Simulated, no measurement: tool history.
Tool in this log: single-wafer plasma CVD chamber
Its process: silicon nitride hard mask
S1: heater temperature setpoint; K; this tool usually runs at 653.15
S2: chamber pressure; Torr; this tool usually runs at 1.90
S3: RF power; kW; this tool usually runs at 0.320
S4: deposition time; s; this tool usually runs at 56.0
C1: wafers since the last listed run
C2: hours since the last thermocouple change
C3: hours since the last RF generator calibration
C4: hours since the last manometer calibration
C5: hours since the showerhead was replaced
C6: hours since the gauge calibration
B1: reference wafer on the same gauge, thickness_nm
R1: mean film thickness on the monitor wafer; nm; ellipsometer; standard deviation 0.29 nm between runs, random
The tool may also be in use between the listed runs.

run 1 hour=0.0 | S1=653.15 S2=1.90 S3=0.320 S4=56.0 | C1=0 C2=712.9 C3=680.6 C4=1103.2 C5=6401.8 C6=192.5 | B1=66.953 | R1=70.297
run 2 hour=74.1 | S1=653.15 S2=1.90 S3=0.320 S4=56.0 | C1=858 C2=787.0 C3=754.7 C4=1177.3 C5=6475.9 C6=266.6 | B1=66.818 | R1=70.630
run 3 hour=169.5 | S1=653.15 S2=1.90 S3=0.320 S4=56.0 | C1=1105 C2=882.4 C3=850.1 C4=1272.7 C5=6571.3 C6=362.0 | B1=66.862 | R1=70.224
run 4 hour=245.2 | S1=653.15 S2=1.90 S3=0.320 S4=51.7 | C1=877 C2=958.1 C3=925.8 C4=1348.4 C5=6647.0 C6=437.7 | B1=66.788 | R1=65.108
run 5 hour=306.1 | S1=653.15 S2=1.90 S3=0.320 S4=51.7 | C1=705 C2=1019.0 C3=986.7 C4=1409.3 C5=6707.9 C6=498.6 | B1=66.852 | R1=64.819
run 6 hour=380.0 | S1=653.15 S2=1.90 S3=0.320 S4=56.0 | C1=856 C2=1092.9 C3=1060.6 C4=1483.2 C5=6781.8 C6=572.5 | B1=66.722 | R1=70.144
run 7 hour=448.5 | S1=653.15 S2=1.90 S3=0.320 S4=56.0 | C1=794 C2=1161.4 C3=1129.1 C4=1551.7 C5=6850.3 C6=641.0 | B1=66.809 | R1=70.438
run 8 hour=489.6 | S1=653.15 S2=1.90 S3=0.320 S4=56.0 | C1=476 C2=1202.5 C3=1170.2 C4=1592.8 C5=6891.4 C6=682.1 | B1=66.744 | R1=70.307
-- hour=539.4 thermocouple changed; heater temperature recalibrated
run 9 hour=549.3 | S1=653.15 S2=1.90 S3=0.320 S4=56.0 | C1=599 C2=9.9 C3=1229.9 C4=1652.5 C5=6951.1 C6=741.8 | B1=66.937 | R1=70.247
run 10 hour=642.6 | S1=653.15 S2=1.90 S3=0.320 S4=56.0 | C1=1081 C2=103.2 C3=1323.2 C4=1745.8 C5=7044.4 C6=835.1 | B1=66.806 | R1=70.514
run 11 hour=710.7 | S1=653.15 S2=1.90 S3=0.320 S4=56.0 | C1=789 C2=171.3 C3=1391.3 C4=1813.9 C5=7112.5 C6=903.2 | B1=66.805 | R1=70.347
run 12 hour=757.6 | S1=653.15 S2=1.90 S3=0.320 S4=56.0 | C1=543 C2=218.2 C3=1438.2 C4=1860.8 C5=7159.4 C6=950.1 | B1=66.736 | R1=70.472
run 13 hour=860.6 | S1=645.15 S2=1.51 S3=0.290 S4=62.3 | C1=1193 C2=321.2 C3=1541.2 C4=1963.8 C5=7262.4 C6=1053.1 | B1=66.775 | R1=72.172
run 14 hour=967.5 | S1=666.15 S2=1.50 S3=0.380 S4=66.2 | C1=1239 C2=428.1 C3=1648.1 C4=2070.7 C5=7369.3 C6=1160.0 | B1=66.690 | R1=87.007
run 15 hour=1050.0 | S1=657.15 S2=1.63 S3=0.320 S4=49.7 | C1=956 C2=510.6 C3=1730.6 C4=2153.2 C5=7451.8 C6=1242.5 | B1=66.734 | R1=61.235
run 16 hour=1094.7 | S1=645.15 S2=1.51 S3=0.290 S4=62.3 | C1=518 C2=555.3 C3=1775.3 C4=2197.9 C5=7496.5 C6=1287.2 | B1=66.817 | R1=72.246
run 17 hour=1145.1 | S1=653.15 S2=1.90 S3=0.320 S4=56.0 | C1=584 C2=605.7 C3=1825.7 C4=2248.3 C5=7546.9 C6=1337.6 | B1=66.795 | R1=69.805
-- hour=1219.8 capacitance manometer re-zeroed and calibrated
-- hour=1283.2 showerhead replaced
run 18 hour=1305.7 | S1=653.15 S2=1.90 S3=0.355 S4=56.0 | C1=1676 C2=766.3 C3=1986.3 C4=85.9 C5=22.5 C6=1498.2 | B1=66.783 | R1=74.385
run 19 hour=1369.1 | S1=653.15 S2=1.90 S3=0.335 S4=56.0 | C1=734 C2=829.7 C3=2049.7 C4=149.3 C5=85.9 C6=1561.6 | B1=66.784 | R1=72.017
-- hour=1409.4 gauge calibrated
run 20 hour=1470.5 | S1=653.15 S2=1.90 S3=0.320 S4=56.0 | C1=1175 C2=931.1 C3=2151.1 C4=250.7 C5=187.3 C6=61.1 | B1=66.843 | R1=70.590
run 21 hour=1573.6 | S1=653.15 S2=2.04 S3=0.380 S4=49.8 | C1=1195 C2=1034.2 C3=2254.2 C4=353.8 C5=290.4 C6=164.2 | B1=66.725 | R1=68.911
-- hour=1604.3 thermocouple changed; heater temperature recalibrated
run 22 hour=1646.3 | S1=664.15 S2=1.77 S3=0.335 S4=56.0 | C1=749 C2=42.0 C3=2326.9 C4=426.5 C5=363.1 C6=236.9 | B1=66.785 | R1=70.888
-- hour=1706.4 RF generator calibrated
run 23 hour=1741.8 | S1=653.15 S2=1.90 S3=0.320 S4=56.0 | C1=1014 C2=137.5 C3=35.4 C4=522.0 C5=458.6 C6=332.4 | B1=66.718 | R1=69.640
run 24 hour=1834.0 | S1=648.15 S2=1.90 S3=0.320 S4=56.0 | C1=1068 C2=229.7 C3=127.6 C4=614.2 C5=550.8 C6=424.6 | B1=66.805 | R1=70.323
run 25 hour=1939.2 | S1=653.15 S2=1.90 S3=0.335 S4=49.0 | C1=1219 C2=334.9 C3=232.8 C4=719.4 C5=656.0 C6=529.8 | B1=66.716 | R1=62.972
run 26 hour=2045.7 | S1=653.15 S2=1.90 S3=0.320 S4=46.5 | C1=1234 C2=441.4 C3=339.3 C4=825.9 C5=762.5 C6=636.3 | B1=66.722 | R1=58.655
run 27 hour=2141.3 | S1=640.15 S2=1.90 S3=0.320 S4=65.8 | C1=1108 C2=537.0 C3=434.9 C4=921.5 C5=858.1 C6=731.9 | B1=66.735 | R1=82.721
run 28 hour=2237.1 | S1=653.15 S2=1.90 S3=0.320 S4=56.0 | C1=1110 C2=632.8 C3=530.7 C4=1017.3 C5=953.9 C6=827.7 | B1=66.810 | R1=70.304

What if the next run were any one of these 5? Each begins from the tool's condition after run 28:
run A hour=2237.5 | S1=653.15 S2=1.90 S3=0.320 S4=66.8 | C1=4 C2=633.2 C3=531.1 C4=1017.7 C5=954.3 C6=828.1 | B1=? | R1=?
run B hour=2237.5 | S1=666.15 S2=1.76 S3=0.320 S4=56.0 | C1=4 C2=633.2 C3=531.1 C4=1017.7 C5=954.3 C6=828.1 | B1=? | R1=?
run C hour=2237.5 | S1=653.15 S2=2.07 S3=0.320 S4=56.0 | C1=4 C2=633.2 C3=531.1 C4=1017.7 C5=954.3 C6=828.1 | B1=? | R1=?
run D hour=2237.5 | S1=653.15 S2=1.55 S3=0.320 S4=50.0 | C1=4 C2=633.2 C3=531.1 C4=1017.7 C5=954.3 C6=828.1 | B1=? | R1=?
run E hour=2237.5 | S1=649.15 S2=2.32 S3=0.320 S4=56.0 | C1=4 C2=633.2 C3=531.1 C4=1017.7 C5=954.3 C6=828.1 | B1=? | R1=?

run=A B1=66.925 R1=83.317
run=B B1=66.925 R1=68.635
run=C B1=66.925 R1=70.781
run=D B1=66.925 R1=60.555
run=E B1=66.925 R1=72.146
The same runs, with their run-to-run variation unchanged, on a tool lacking any hidden condition would have given:
run=A R1=83.317
run=B R1=68.635
run=C R1=70.781
run=D R1=60.555
run=E R1=72.146
